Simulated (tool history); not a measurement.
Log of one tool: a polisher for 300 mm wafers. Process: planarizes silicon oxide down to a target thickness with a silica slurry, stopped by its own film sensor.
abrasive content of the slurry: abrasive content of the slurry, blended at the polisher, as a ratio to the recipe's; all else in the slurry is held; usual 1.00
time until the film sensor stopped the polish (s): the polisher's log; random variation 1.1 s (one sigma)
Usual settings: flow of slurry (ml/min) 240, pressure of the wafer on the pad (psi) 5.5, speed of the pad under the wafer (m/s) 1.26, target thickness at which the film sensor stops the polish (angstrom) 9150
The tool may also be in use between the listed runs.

| run | hour | flow of slurry (ml/min) | pressure of the wafer on the pad (psi) | speed of the pad under the wafer (m/s) | abrasive content of the slurry | target thickness at which the film sensor stops the polish (angstrom) | wafers since the last listed run | wafers polished on this pad | hours since the slurry nozzle was cleaned | hours since the head pressure was calibrated | hours since the slurry blender was calibrated | hours since the conditioning disc was replaced | incoming thickness of the incoming film, nm | time until the film sensor stopped the polish (s) |
|---|---|---|---|---|---|---|---|---|---|---|---|---|---|---|
| 1 | 0.0 | 205 | 5.5 | 1.26 | 1.00 | 9150 | 0 | 161 | 767.2 | 869.7 | 114.5 | 135.6 | 1436.9 | 117.0 |
|  | 5.5 | conditioning disc replaced and pad reconditioned |
| 2 | 7.8 | 205 | 5.5 | 1.26 | 1.00 | 9150 | 69 | 230 | 775.0 | 877.5 | 122.3 | 2.3 | 1414.6 | 113.6 |
| 3 | 16.1 | 240 | 5.5 | 1.26 | 1.00 | 9150 | 99 | 329 | 783.3 | 885.8 | 130.6 | 10.6 | 1406.8 | 108.9 |
|  | 24.5 | slurry nozzle cleaned |
| 4 | 32.6 | 240 | 5.5 | 1.26 | 1.00 | 9150 | 185 | 514 | 8.1 | 902.3 | 147.1 | 27.1 | 1411.8 | 110.0 |
| 5 | 43.7 | 240 | 5.5 | 1.26 | 1.00 | 9150 | 132 | 647 | 19.2 | 913.4 | 158.2 | 38.2 | 1452.6 | 117.3 |
| 6 | 54.5 | 240 | 5.5 | 1.26 | 1.00 | 9150 | 128 | 776 | 30.0 | 924.2 | 169.0 | 49.0 | 1416.5 | 110.7 |
| 7 | 66.9 | 240 | 5.5 | 1.26 | 1.00 | 9150 | 148 | 924 | 42.4 | 936.6 | 181.4 | 61.4 | 1422.8 | 112.7 |
| 8 | 80.1 | 240 | 5.5 | 1.26 | 1.00 | 9150 | 157 | 1081 | 55.6 | 949.8 | 194.6 | 74.6 | 1458.0 | 120.8 |
| 9 | 87.3 | 240 | 5.5 | 1.26 | 1.00 | 9150 | 85 | 1167 | 62.8 | 957.0 | 201.8 | 81.8 | 1422.9 | 113.2 |
| 10 | 104.1 | 185 | 6.4 | 1.52 | 1.15 | 9150 | 200 | 1368 | 79.6 | 973.8 | 218.6 | 98.6 | 1438.9 | 89.8 |
|  | 121.0 | slurry blender recalibrated |
|  | 123.4 | worn pad replaced by a new one |
| 11 | 123.9 | 240 | 5.5 | 1.26 | 1.00 | 7430 | 183 | 5 | 99.4 | 993.6 | 2.9 | 118.4 | 1455.7 | 160.3 |
|  | 131.2 | conditioning disc replaced and pad reconditioned |
| 12 | 131.7 | 285 | 7.0 | 1.40 | 1.00 | 7520 | 69 | 74 | 107.2 | 1001.4 | 10.7 | 0.5 | 1446.8 | 115.9 |
| 13 | 147.7 | 240 | 7.2 | 1.26 | 1.00 | 9150 | 191 | 265 | 123.2 | 1017.4 | 26.7 | 16.5 | 1426.4 | 89.7 |
| 14 | 155.5 | 260 | 5.5 | 1.26 | 0.70 | 8660 | 93 | 359 | 131.0 | 1025.2 | 34.5 | 24.3 | 1399.4 | 136.9 |
|  | 166.5 | head pressure recalibrated |
| 15 | 167.9 | 240 | 5.5 | 1.26 | 1.00 | 9150 | 124 | 483 | 143.4 | 1.4 | 46.9 | 36.7 | 1453.3 | 112.9 |
| 16 | 177.4 | 210 | 5.5 | 1.26 | 1.00 | 9150 | 113 | 596 | 152.9 | 10.9 | 56.4 | 46.2 | 1429.5 | 110.0 |
| 17 | 184.0 | 170 | 5.5 | 1.26 | 1.00 | 9150 | 78 | 675 | 159.5 | 17.5 | 63.0 | 52.8 | 1443.8 | 117.4 |
| 18 | 197.6 | 280 | 6.3 | 1.26 | 1.00 | 9150 | 162 | 837 | 173.1 | 31.1 | 76.6 | 66.4 | 1410.8 | 92.1 |
| 19 | 207.6 | 160 | 7.0 | 0.84 | 1.00 | 9150 | 119 | 957 | 183.1 | 41.1 | 86.6 | 76.4 | 1440.0 | 122.9 |
| 20 | 222.1 | 240 | 6.6 | 1.64 | 0.85 | 10600 | 173 | 1130 | 197.6 | 55.6 | 101.1 | 90.9 | 1439.1 | 60.8 |
|  | 239.0 | worn pad replaced by a new one |
| 21 | 239.5 | 240 | 5.5 | 1.26 | 1.00 | 9150 | 160 | 5 | 215.0 | 73.0 | 118.5 | 108.3 | 1449.7 | 112.7 |
| 22 | 243.0 | 240 | 5.5 | 1.26 | 1.00 | 9150 | 41 | 47 | 218.5 | 76.5 | 122.0 | 111.8 | 1420.1 | 107.4 |
| 23 | 254.6 | 240 | 4.2 | 1.26 | 1.00 | 9150 | 138 | 186 | 230.1 | 88.1 | 133.6 | 123.4 | 1440.2 | 139.2 |
|  | 263.8 | conditioning disc replaced and pad reconditioned |
| 24 | 271.2 | 240 | 5.5 | 1.26 | 1.00 | 9150 | 174 | 360 | 246.7 | 104.7 | 150.2 | 7.4 | 1427.7 | 110.0 |

The same runs without the tool's hidden state, with the same run-to-run variation:
The hidden state here: removal rate lost through wear of the pad, %; slurry flow missing at the pad, %; deviation of the head's pressure from its setpoint, %; abrasive missing from the slurry, %; time polished since the conditioner stopped cutting, s.
| run | time until the film sensor stopped the polish (s) |
|---|---|
| 1 | 110.1 |
| 2 | 106.8 |
| 3 | 102.2 |
| 4 | 103.0 |
| 5 | 109.6 |
| 6 | 103.3 |
| 7 | 105.0 |
| 8 | 112.3 |
| 9 | 105.1 |
| 10 | 83.1 |
| 11 | 148.0 |
| 12 | 106.9 |
| 13 | 82.5 |
| 14 | 125.7 |
| 15 | 111.0 |
| 16 | 108.2 |
| 17 | 115.4 |
| 18 | 90.6 |
| 19 | 120.8 |
| 20 | 59.8 |
| 21 | 110.8 |
| 22 | 105.5 |
| 23 | 136.8 |
| 24 | 108.1 |
